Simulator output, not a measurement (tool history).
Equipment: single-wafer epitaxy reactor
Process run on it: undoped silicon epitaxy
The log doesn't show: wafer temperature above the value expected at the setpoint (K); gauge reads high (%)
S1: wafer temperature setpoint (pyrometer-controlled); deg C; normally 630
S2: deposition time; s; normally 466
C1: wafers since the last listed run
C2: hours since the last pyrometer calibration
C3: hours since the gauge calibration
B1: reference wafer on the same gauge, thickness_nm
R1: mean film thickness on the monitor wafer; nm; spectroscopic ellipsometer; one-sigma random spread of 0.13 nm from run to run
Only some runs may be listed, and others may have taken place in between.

run	hour	S1	S2	C1	C2	C3	B1	R1
1	0.0	630	466	0	1624.9	414.2	50.489	53.638
2	14.9	622	502	72	1639.8	429.1	50.494	46.880
3	21.0	622	502	29	1645.9	435.2	50.526	46.819
4	50.2	630	407	141	1675.1	464.4	50.552	46.931
5	71.1	630	407	101	1696.0	485.3	50.474	46.916
6	87.8	630	407	80	1712.7	502.0	50.483	47.011
7	103.8	630	466	77	1728.7	518.0	50.482	53.793
8	112.8	630	466	43	1737.7	527.0	50.457	53.900
9	129.3	630	466	79	1754.2	543.5	50.498	54.010
10	139.2	630	466	47	1764.1	553.4	50.463	54.079
11	151.8	640	466	61	1776.7	566.0	50.505	69.519
12	166.2	640	466	69	1791.1	580.4	50.461	69.837
13	183.3	620	442	82	1808.2	597.5	50.549	39.594
14	191.5	620	442	39	1816.4	605.7	50.531	39.495
15	205.1	639	495	65	1830.0	619.3	50.488	72.529
16	213.8	630	522	42	1838.7	628.0	50.522	60.928
17	227.6	630	522	66	1852.5	641.8	50.452	60.590
# hour 228.7: gauge calibrated
18	236.6	630	522	43	1861.5	7.9	50.487	61.027
19	252.5	630	466	77	1877.4	23.8	50.519	54.379
20	268.0	630	466	75	1892.9	39.3	50.471	54.303
21	282.0	630	466	67	1906.9	53.3	50.469	54.716
22	288.7	637	511	32	1913.6	60.0	50.458	71.698
# hour 300.2: pyrometer calibrated
23	301.0	624	499	20	0.8	72.3	50.473	46.768
24	316.5	641	466	75	16.3	87.8	50.497	67.631
25	330.2	630	466	66	30.0	101.5	50.492	51.023
26	339.0	630	508	42	38.8	110.3	50.513	55.553
27	362.2	630	466	112	62.0	133.5	50.463	51.092
28	371.8	616	434	46	71.6	143.1	50.435	32.728
29	378.8	630	512	33	78.6	150.1	50.463	56.501
30	389.7	641	409	52	89.5	161.0	50.510	59.482
31	397.8	637	384	39	97.6	169.1	50.488	50.500
32	411.0	616	428	63	110.8	182.3	50.541	32.504
33	427.1	618	416	78	126.9	198.4	50.470	33.454
34	435.8	630	466	42	135.6	207.1	50.473	50.982
35	447.4	638	506	56	147.2	218.7	50.504	68.117
36	454.7	630	552	35	154.5	226.0	50.504	60.647
37	467.6	621	375	62	167.4	238.9	50.496	32.277
38	484.0	622	442	79	183.8	255.3	50.524	39.287
39	495.1	630	466	53	194.9	266.4	50.553	51.191
40	511.3	634	466	78	211.1	282.6	50.490	56.844
41	518.5	643	491	34	218.3	289.8	50.525	74.930
42	526.2	635	516	37	226.0	297.5	50.557	64.334

Predict each of these 4 candidate next runs independently; none follows another, all start after run 42:
A	526.7	630	392	2	226.5	298.0	?	?
B	526.7	640	416	2	226.5	298.0	?	?
C	526.7	630	439	2	226.5	298.0	?	?
D	526.7	618	547	2	226.5	298.0	?	?

run	B1	R1
A	50.505	43.054
B	50.505	59.036
C	50.505	48.216
D	50.505	43.792
The same runs, with their run-to-run variation unchanged, on a tool lacking any hidden condition would have given:
run	R1
A	43.055
B	59.037
C	48.217
D	43.793

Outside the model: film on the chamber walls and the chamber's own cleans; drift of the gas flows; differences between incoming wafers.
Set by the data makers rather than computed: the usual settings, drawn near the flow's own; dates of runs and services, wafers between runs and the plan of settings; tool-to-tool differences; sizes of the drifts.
